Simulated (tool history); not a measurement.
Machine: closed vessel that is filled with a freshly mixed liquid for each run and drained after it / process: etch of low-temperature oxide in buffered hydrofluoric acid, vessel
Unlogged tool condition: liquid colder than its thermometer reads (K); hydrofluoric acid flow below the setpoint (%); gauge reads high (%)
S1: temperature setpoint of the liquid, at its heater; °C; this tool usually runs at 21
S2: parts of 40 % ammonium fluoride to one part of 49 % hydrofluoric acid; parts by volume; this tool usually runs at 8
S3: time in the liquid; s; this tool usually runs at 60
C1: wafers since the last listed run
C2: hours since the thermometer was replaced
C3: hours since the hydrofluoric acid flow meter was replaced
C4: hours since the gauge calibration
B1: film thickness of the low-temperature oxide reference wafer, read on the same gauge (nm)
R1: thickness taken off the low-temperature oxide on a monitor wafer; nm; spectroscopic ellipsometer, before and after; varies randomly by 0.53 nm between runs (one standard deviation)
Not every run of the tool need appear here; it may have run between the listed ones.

run   hour    S1   S2  S3    C1      C2      C3     C4      B1      R1
  1      0    21    8  60     0  2016.2  1089.3  217.1  130.94  117.89
  2   23.9    21   10  65  1946  2040.1  1113.2    241  131.03  104.74
  3   40.6    21  6.5  60  1360  2056.8  1129.9  257.7  131.07  144.43
  4   62.3    21  6.5  60  1767  2078.5  1151.6  279.4  131.16  145.28
  5   90.2    21  6.5  60  2272  2106.4  1179.5  307.3  131.27  143.97
  6  112.6    24    8  60  1824  2128.8  1201.9  329.7  131.35  138.57
  7  125.2    24    8  60  1026  2141.4  1214.5  342.3   131.4   138.6
  8    151    24    8  60  2101  2167.2  1240.3  368.1  131.53  137.65
  9  172.5    21    8  60  1751  2188.7  1261.8  389.6  131.63  116.92
 10  203.3    21    8  60  2508  2219.5  1292.6  420.4  131.81  118.02
 11  229.3    21    8  60  2117  2245.5  1318.6  446.4  131.93  118.26
 12  256.5    21    8  60  2215  2272.7  1345.8  473.6   132.1  117.86
 13    274    21    8  60  1425  2290.2  1363.3  491.1  132.22  117.44
 14  289.6    21    8  60  1270  2305.8  1378.9  506.7  132.31  118.01
 15  314.3    18    8  60  2011  2330.5  1403.6  531.4  132.45   99.26
     327.2  -- hydrofluoric acid flow meter replaced
 16  347.5    21    6  60  2622  2363.7    20.3  564.6   132.7  158.06
 17  372.2    21    8  70  2011  2388.4      45  589.3  132.89  139.63
 18  402.4    21    8  60  2459  2418.6    75.2  619.5  133.14  118.92
 19  434.6    21    8  60  2622  2450.8   107.4  651.7  133.39  119.39
 20  468.4  19.5  6.5  90  2753  2484.6   141.2  685.5  133.68  202.46
 21  494.2    26    8  90  2101  2510.4     167  711.3  133.92  233.72
 22  525.7    21   10  85  2565  2541.9   198.5  742.8  134.21  140.77
     529.4  -- gauge calibrated
 23  547.1  24.5    9  45  1743  2563.3   219.9   17.7   130.2   93.17
     581.3  -- thermometer replaced
 24  582.9    21    6  60  2834     1.6   255.7   53.5  130.21  152.95
 25  618.1    21    8  35  2867    36.8   290.9   88.7  130.24   67.78
 26  631.5    18    6  60  1091    50.2   304.3  102.1  130.27  130.05
 27  666.3  23.5    9  60  2834      85   339.1  136.9  130.32   118.2
 28  690.9    21    8  60  2003   109.6   363.7  161.5  130.35  116.99
 29  714.7    21  9.5  60  1938   133.4   387.5  185.3  130.41   98.93
 30  736.8    25    5  30  1800   155.5   409.6  207.4  130.47  111.23
 31  749.2    26    7  75  1009   167.9     422  219.8  130.51  220.86

Hidden state, per run?
liquid colder than its thermometer reads (K): 0, the same for each run
hydrofluoric acid flow below the setpoint (%): 0, the same for each run
H1: gauge reads high (%)
run     H1
  1  0.731
  2  0.785
  3  0.827
  4  0.885
  5  0.966
  6   1.04
  7   1.08
  8   1.17
  9   1.25
 10   1.38
 11   1.49
 12   1.61
 13    1.7
 14   1.77
 15    1.9
 16   2.08
 17   2.22
 18   2.41
 19   2.61
 20   2.83
 21   3.01
 22   3.24
 23  0.147
 24   0.16
 25  0.185
 26  0.197
 27  0.239
 28  0.275
 29  0.316
 30   0.36
 31  0.386

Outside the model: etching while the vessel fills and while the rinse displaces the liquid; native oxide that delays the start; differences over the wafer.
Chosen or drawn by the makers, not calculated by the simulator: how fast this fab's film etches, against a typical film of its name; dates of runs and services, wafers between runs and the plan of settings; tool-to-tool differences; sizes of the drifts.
